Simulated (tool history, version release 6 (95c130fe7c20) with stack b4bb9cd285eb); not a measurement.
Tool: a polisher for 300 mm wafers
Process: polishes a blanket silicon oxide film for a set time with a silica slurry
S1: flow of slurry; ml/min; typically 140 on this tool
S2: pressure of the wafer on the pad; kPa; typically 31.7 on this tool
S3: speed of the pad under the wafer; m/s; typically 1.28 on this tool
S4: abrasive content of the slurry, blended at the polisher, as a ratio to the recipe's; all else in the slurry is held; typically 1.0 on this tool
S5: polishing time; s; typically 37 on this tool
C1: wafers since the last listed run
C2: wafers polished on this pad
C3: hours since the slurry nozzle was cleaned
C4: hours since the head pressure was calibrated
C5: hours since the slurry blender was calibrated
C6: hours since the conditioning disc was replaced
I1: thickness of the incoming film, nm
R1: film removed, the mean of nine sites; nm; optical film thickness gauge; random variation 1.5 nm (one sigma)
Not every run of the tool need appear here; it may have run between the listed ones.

run	hour	S1	S2	S3	S4	S5	C1	C2	C3	C4	C5	C6	I1	R1
1	0.0	170	22.8	1.28	1.0	37	0	5457	490.3	527.8	267.2	541.6	1219.8	105.4
# hour 13.2: head pressure recalibrated
# hour 20.1: slurry nozzle cleaned
2	47.7	170	22.8	1.28	1.0	37	546	6004	27.6	34.5	314.9	589.3	1233.3	109.1
# hour 128.5: conditioning disc replaced and pad reconditioned
3	143.5	170	22.8	1.28	1.0	37	1146	7150	123.4	130.3	410.7	15.0	1222.8	107.4
4	180.4	140	27.6	1.28	1.0	37	451	7601	160.3	167.2	447.6	51.9	1225.3	125.4
# hour 206.9: worn pad replaced by a new one
5	243.4	140	31.7	1.28	1.0	37	721	446	223.3	230.2	510.6	114.9	1225.0	144.0
# hour 302.3: slurry blender recalibrated
6	317.6	140	31.7	1.28	1.0	37	882	1328	297.5	304.4	15.3	189.1	1223.4	144.0
7	357.6	140	42.1	1.48	1.0	37	488	1817	337.5	344.4	55.3	229.1	1230.8	209.8
8	455.1	140	31.7	1.28	1.0	37	1191	3009	435.0	441.9	152.8	326.6	1241.8	143.4
9	521.2	140	31.7	0.90	1.2	37	807	3817	501.1	508.0	218.9	392.7	1207.1	123.4
10	619.7	140	36.5	1.70	1.1	37	1204	5021	599.6	606.5	317.4	491.2	1192.6	210.2
# hour 634.1: head pressure recalibrated
# hour 639.6: slurry nozzle cleaned
# hour 649.6: conditioning disc replaced and pad reconditioned
# hour 708.8: worn pad replaced by a new one
11	720.3	140	42.7	1.28	1.0	37	1119	140	80.7	86.2	418.0	70.7	1214.0	197.5
12	827.8	140	31.7	1.28	1.3	24	1314	1454	188.2	193.7	525.5	178.2	1209.0	104.7
# hour 839.4: slurry blender recalibrated
13	893.6	140	31.7	1.28	1.0	37	779	2234	254.0	259.5	54.2	244.0	1237.9	144.8
14	941.3	140	42.7	1.28	1.0	37	583	2817	301.7	307.2	101.9	291.7	1197.3	193.4
15	1001.4	140	42.1	0.88	1.2	41	734	3552	361.8	367.3	162.0	351.8	1210.5	180.5
16	1083.9	140	31.7	1.28	1.0	37	1008	4560	444.3	449.8	244.5	434.3	1220.6	142.5
# hour 1159.2: slurry nozzle cleaned
# hour 1200.2: head pressure recalibrated
# hour 1301.4: worn pad replaced by a new one
# hour 1305.9: conditioning disc replaced and pad reconditioned
17	1321.2	140	31.7	1.28	1.0	37	2790	218	162.0	121.0	481.8	15.3	1213.2	144.9
18	1376.7	180	31.7	1.28	0.7	37	678	896	217.5	176.5	537.3	70.8	1225.2	128.6

What does the tool deliver on the next run?
# hour 1410.3: slurry blender recalibrated
19	1431.2	140	31.7	1.28	1.0	37	641	1538	272.0	231.0	20.9	125.3	1214.3	?

{"run 19": {"R1": 142.8}}
Had the tool carried no hidden state, the very same run would have given R1 142.8 nm.
